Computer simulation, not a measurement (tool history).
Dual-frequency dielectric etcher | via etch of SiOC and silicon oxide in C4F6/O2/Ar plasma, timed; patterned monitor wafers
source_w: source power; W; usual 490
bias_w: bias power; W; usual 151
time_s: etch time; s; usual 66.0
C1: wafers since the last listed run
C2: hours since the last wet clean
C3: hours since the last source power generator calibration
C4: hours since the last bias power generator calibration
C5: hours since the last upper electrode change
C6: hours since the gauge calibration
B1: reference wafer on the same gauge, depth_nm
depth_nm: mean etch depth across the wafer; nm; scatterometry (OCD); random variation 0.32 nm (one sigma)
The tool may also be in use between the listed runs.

Run 1, day 0.000: usual settings but time_s 80.0 s; C1 0; C2 10.4; C3 2975.8; C4 1590.0; C5 1687.4; C6 253.6; B1 89.9. Result: depth_nm 91.4 nm.
Run 2, day 0.796: usual settings but time_s 80.0 s; C1 189; C2 29.5; C3 2994.9; C4 1609.1; C5 1706.5; C6 272.7; B1 89.9. Result: depth_nm 91.7 nm.
Run 3, day 1.633: usual settings but bias_w 126 W; C1 199; C2 49.6; C3 3015.0; C4 1629.2; C5 1726.6; C6 292.8; B1 89.9. Result: depth_nm 69.3 nm.
Run 4, day 2.850: usual settings; C1 289; C2 78.8; C3 3044.2; C4 1658.4; C5 1755.8; C6 322.0; B1 89.6. Result: depth_nm 75.3 nm.
Run 5, day 4.208: usual settings but bias_w 173 W; C1 323; C2 111.4; C3 3076.8; C4 1691.0; C5 1788.4; C6 354.6; B1 89.7. Result: depth_nm 79.7 nm.
Run 6, day 5.479: usual settings but bias_w 173 W; C1 302; C2 141.9; C3 3107.3; C4 1721.5; C5 1818.9; C6 385.1; B1 89.3. Result: depth_nm 79.5 nm.
Run 7, day 6.338: usual settings but bias_w 174 W; C1 204; C2 162.5; C3 3127.9; C4 1742.1; C5 1839.5; C6 405.7; B1 89.2. Result: depth_nm 80.5 nm.
Run 8, day 7.767: usual settings but bias_w 174 W; C1 339; C2 196.8; C3 3162.2; C4 1776.4; C5 1873.8; C6 440.0; B1 89.1. Result: depth_nm 79.1 nm.
Run 9, day 8.500: usual settings but bias_w 174 W; C1 174; C2 214.4; C3 3179.8; C4 1794.0; C5 1891.4; C6 457.6; B1 89.0. Result: depth_nm 79.3 nm.
Run 10, day 9.200: usual settings; C1 166; C2 231.2; C3 3196.6; C4 1810.8; C5 1908.2; C6 474.4; B1 88.9. Result: depth_nm 74.1 nm.
At day 9.871: gauge calibrated.
Run 11, day 10.329: usual settings; C1 268; C2 258.3; C3 3223.7; C4 1837.9; C5 1935.3; C6 11.0; B1 90.4. Result: depth_nm 76.1 nm.
Run 12, day 10.900: usual settings; C1 135; C2 272.0; C3 3237.4; C4 1851.6; C5 1949.0; C6 24.7; B1 90.5. Result: depth_nm 76.6 nm.
At day 12.200: upper electrode replaced.
Run 13, day 12.221: usual settings but bias_w 126 W, time_s 51.5 s; C1 76; C2 303.7; C3 3269.1; C4 1883.3; C5 0.5; C6 56.4; B1 90.4. Result: depth_nm 54.7 nm.
Run 14, day 12.354: usual settings but source_w 570 W, bias_w 121 W, time_s 47.0 s; C1 31; C2 306.9; C3 3272.3; C4 1886.5; C5 3.7; C6 59.6; B1 90.3. Result: depth_nm 52.7 nm.
Run 15, day 14.800: usual settings but time_s 75.5 s; C1 581; C2 365.6; C3 3331.0; C4 1945.2; C5 62.4; C6 118.3; B1 90.3. Result: depth_nm 86.2 nm.
At day 16.658: wet clean of the chamber.
Run 16, day 16.679: usual settings; C1 209; C2 0.5; C3 3376.1; C4 1990.3; C5 107.5; C6 163.4; B1 90.2. Result: depth_nm 75.3 nm.
At day 17.100: source power generator calibrated.
Run 17, day 17.179: usual settings but source_w 380 W, bias_w 125 W, time_s 80.5 s; C1 79; C2 12.5; C3 1.9; C4 2002.3; C5 119.5; C6 175.4; B1 90.2. Result: depth_nm 75.4 nm.
At day 17.775: bias power generator calibrated.
Run 18, day 17.796: usual settings but bias_w 120 W; C1 107; C2 27.3; C3 16.7; C4 0.5; C5 134.3; C6 190.2; B1 90.1. Result: depth_nm 67.9 nm.
Run 19, day 18.371: usual settings but source_w 570 W, bias_w 119 W; C1 136; C2 41.1; C3 30.5; C4 14.3; C5 148.1; C6 204.0; B1 90.2. Result: depth_nm 72.3 nm.
Run 20, day 19.408: usual settings but bias_w 122 W, time_s 54.5 s; C1 246; C2 66.0; C3 55.4; C4 39.2; C5 173.0; C6 228.9; B1 90.0. Result: depth_nm 56.4 nm.

Run 21 comes next. What will it give?
Run 21, day 20.671: usual settings but source_w 570 W, bias_w 119 W; C1 300; C2 96.3; C3 85.7; C4 69.5; C5 203.3; C6 259.2; B1 ?. Result: depth_nm ?.

Run 21 gave B1 89.9, depth_nm 72.5 nm.
Without the tool's hidden state the same run would have given depth_nm 72.7 nm.
